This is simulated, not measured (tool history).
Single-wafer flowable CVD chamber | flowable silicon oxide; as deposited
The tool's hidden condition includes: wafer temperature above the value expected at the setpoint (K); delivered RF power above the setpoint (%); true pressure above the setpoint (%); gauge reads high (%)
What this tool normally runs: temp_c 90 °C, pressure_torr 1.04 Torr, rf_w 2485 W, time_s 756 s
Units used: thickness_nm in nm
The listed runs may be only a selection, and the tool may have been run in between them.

run,hour,temp_c,pressure_torr,rf_w,time_s,wafers since the last listed run,hours since the last thermocouple change,hours since the last RF generator calibration,hours since the last manometer calibration,hours since the showerhead was replaced,hours since the gauge calibration,"read-back reference wafer on the same gauge, thickness_nm",thickness_nm
1,0,90,1.04,2485,756,0,1128.2,2127.9,2135.2,2388,912.8,768.073,828.872
2,21.8,90,1.04,2485,756,65,1150,2149.7,2157,2409.8,934.6,767.504,830.056
# hour 42.2: thermocouple changed; heater temperature recalibrated
3,44.1,94,0.91,2485,756,42,1.9,2172,2179.3,2432.1,956.9,768.045,653.941
4,62.8,94,0.91,2485,756,55,20.6,2190.7,2198,2450.8,975.6,768.471,654.78
5,91,94,0.91,2485,756,84,48.8,2218.9,2226.2,2479,1003.8,768.238,661.41
6,112.5,90,1.1,2485,756,64,70.3,2240.4,2247.7,2500.5,1025.3,768.569,864.506
# hour 140.3: RF generator calibrated
7,145.3,103,1.04,2485,890,74,103.1,5,2280.5,2533.3,1058.1,767.772,627.235
8,158.3,81,1.04,2210,675,38,116.1,18,2293.5,2546.3,1071.1,767.565,947.453
9,176.2,90,0.94,2485,756,53,134,35.9,2311.4,2564.2,1089,767.61,770.296
10,207.7,90,1.04,2485,756,94,165.5,67.4,2342.9,2595.7,1120.5,767.333,834.758
11,221.6,78,1.04,2980,853,41,179.4,81.3,2356.8,2609.6,1134.4,768.192,1350.551
12,255.9,90,1.04,2760,660,102,213.7,115.6,2391.1,2643.9,1168.7,768.042,733.995
13,282.7,90,1.04,2485,807,80,240.5,142.4,2417.9,2670.7,1195.5,767.725,890.904
14,308.1,90,1.2,2085,701,75,265.9,167.8,2443.3,2696.1,1220.9,769.048,833.71
15,321.6,90,1.04,2485,667,40,279.4,181.3,2456.8,2709.6,1234.4,768.806,733.258
16,338.4,90,1.04,2485,756,50,296.2,198.1,2473.6,2726.4,1251.2,767.096,822.047
17,354.3,99,0.87,2780,756,47,312.1,214,2489.5,2742.3,1267.1,767.895,545.718
# hour 364.4: gauge calibrated
18,375.1,90,1.04,2485,756,62,332.9,234.8,2510.3,2763.1,10.7,767.92,817.598
19,480.7,90,1.04,2485,898,315,438.5,340.4,2615.9,2868.7,116.3,769.286,981.08
20,495.2,101,0.84,2750,698,43,453,354.9,2630.4,2883.2,130.8,768.577,455.371
# hour 529: capacitance manometer re-zeroed and calibrated
21,529.5,90,1.27,2485,756,78,487.3,389.2,0.5,2917.5,165.1,767.496,972.595
# hour 538: showerhead replaced
22,548.7,102,1.04,2080,645,33,506.5,408.4,19.7,10.7,184.3,768.799,458.216
23,577.5,98,1.13,2485,756,86,535.3,437.2,48.5,39.5,213.1,767.316,673.213
24,683,75,0.9,2710,756,315,640.8,542.7,154,145,318.6,767.628,1150.487
25,717.5,90,0.9,2640,811,103,675.3,577.2,188.5,179.5,353.1,768.451,803.074
26,735.7,90,1.04,2485,756,54,693.5,595.4,206.7,197.7,371.3,767.154,827.68
27,754.9,90,1.04,2485,756,57,712.7,614.6,225.9,216.9,390.5,767.014,830.468
28,768.6,86,1.04,2485,756,40,726.4,628.3,239.6,230.6,404.2,767.636,921.409
29,802.4,81,1.04,2485,756,100,760.2,662.1,273.4,264.4,438,768.338,1083.156

Exercise: give the hidden state of the tool at every run:
wafer temperature above the value expected at the setpoint (K): 0 across all the runs
delivered RF power above the setpoint (%): 0 across all the runs
true pressure above the setpoint (%): 0 across all the runs
gauge reads high (%): 0 across all the runs
